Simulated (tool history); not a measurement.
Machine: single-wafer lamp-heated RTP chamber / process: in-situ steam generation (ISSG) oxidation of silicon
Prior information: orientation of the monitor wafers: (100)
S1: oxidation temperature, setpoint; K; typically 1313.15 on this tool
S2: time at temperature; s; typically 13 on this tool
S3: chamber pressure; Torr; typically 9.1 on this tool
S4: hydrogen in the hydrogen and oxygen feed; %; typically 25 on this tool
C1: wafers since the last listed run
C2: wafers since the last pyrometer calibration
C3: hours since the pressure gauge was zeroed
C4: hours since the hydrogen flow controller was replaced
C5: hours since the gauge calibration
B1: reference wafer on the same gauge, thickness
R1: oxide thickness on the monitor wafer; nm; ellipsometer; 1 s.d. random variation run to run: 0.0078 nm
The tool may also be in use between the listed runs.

Run 1, day 0.000: usual settings but S4 30 %; C1 0; C2 7180; C3 3744.0; C4 5369.8; C5 79.5; B1 4.610. Result: R1 5.692 nm.
At day 0.583: gauge calibrated.
Run 2, day 0.708: usual settings but S4 30 %; C1 240; C2 7421; C3 3761.0; C4 5386.8; C5 3.0; B1 4.609. Result: R1 5.713 nm.
Run 3, day 1.208: usual settings; C1 170; C2 7591; C3 3773.0; C4 5398.8; C5 15.0; B1 4.608. Result: R1 5.444 nm.
Run 4, day 1.821: usual settings; C1 208; C2 7799; C3 3787.7; C4 5413.5; C5 29.7; B1 4.610. Result: R1 5.450 nm.
Run 5, day 2.929: usual settings; C1 376; C2 8176; C3 3814.3; C4 5440.1; C5 56.3; B1 4.609. Result: R1 5.469 nm.
At day 4.021: hydrogen flow controller replaced.
At day 4.050: pyrometer window cleaned and pyrometer calibrated.
Run 6, day 4.171: usual settings but S3 8.4 Torr; C1 298; C2 41; C3 3844.1; C4 3.6; C5 86.1; B1 4.611. Result: R1 5.235 nm.
At day 4.950: gauge calibrated.
At day 5.000: pressure gauge zeroed.
Run 7, day 5.021: usual settings; C1 175; C2 216; C3 0.5; C4 24.0; C5 1.7; B1 4.610. Result: R1 5.205 nm.
Run 8, day 5.288: usual settings; C1 90; C2 307; C3 6.9; C4 30.4; C5 8.1; B1 4.610. Result: R1 5.193 nm.
Run 9, day 6.096: usual settings but S1 1306.15 K, S2 11 s, S3 9.8 Torr, S4 21 %; C1 274; C2 582; C3 26.3; C4 49.8; C5 27.5; B1 4.610. Result: R1 4.416 nm.
Run 10, day 6.400: usual settings but S4 15 %; C1 103; C2 685; C3 33.6; C4 57.1; C5 34.8; B1 4.611. Result: R1 4.618 nm.
Run 11, day 6.662: usual settings but S1 1328.15 K, S3 10.2 Torr, S4 31 %; C1 89; C2 775; C3 39.9; C4 63.4; C5 41.1; B1 4.610. Result: R1 5.767 nm.
Run 12, day 6.942: usual settings but S3 8.6 Torr, S4 22 %; C1 94; C2 870; C3 46.6; C4 70.1; C5 47.8; B1 4.610. Result: R1 5.079 nm.
Run 13, day 7.392: usual settings but S1 1296.15 K, S2 18 s, S3 7.6 Torr, S4 29 %; C1 153; C2 1023; C3 57.4; C4 80.9; C5 58.6; B1 4.610. Result: R1 5.924 nm.
Run 14, day 7.862: usual settings but S4 30 %; C1 160; C2 1183; C3 68.7; C4 92.2; C5 69.9; B1 4.611. Result: R1 5.472 nm.
Run 15, day 8.296: usual settings but S3 10.2 Torr; C1 147; C2 1330; C3 79.1; C4 102.6; C5 80.3; B1 4.609. Result: R1 5.111 nm.

The same runs without the tool's hidden state, with the same run-to-run variation:
Unlogged tool condition in this case: true wafer temperature minus pyrometer reading, K; true pressure minus gauge reading, Torr; deviation of the hydrogen flow from its setpoint, %; gauge reads high (%).
run     R1
  1  5.425
  2  5.438
  3  5.175
  4  5.175
  5  5.181
  6  5.229
  7  5.190
  8  5.176
  9  4.397
 10  4.593
 11  5.730
 12  5.046
 13  5.881
 14  5.427
 15  5.064
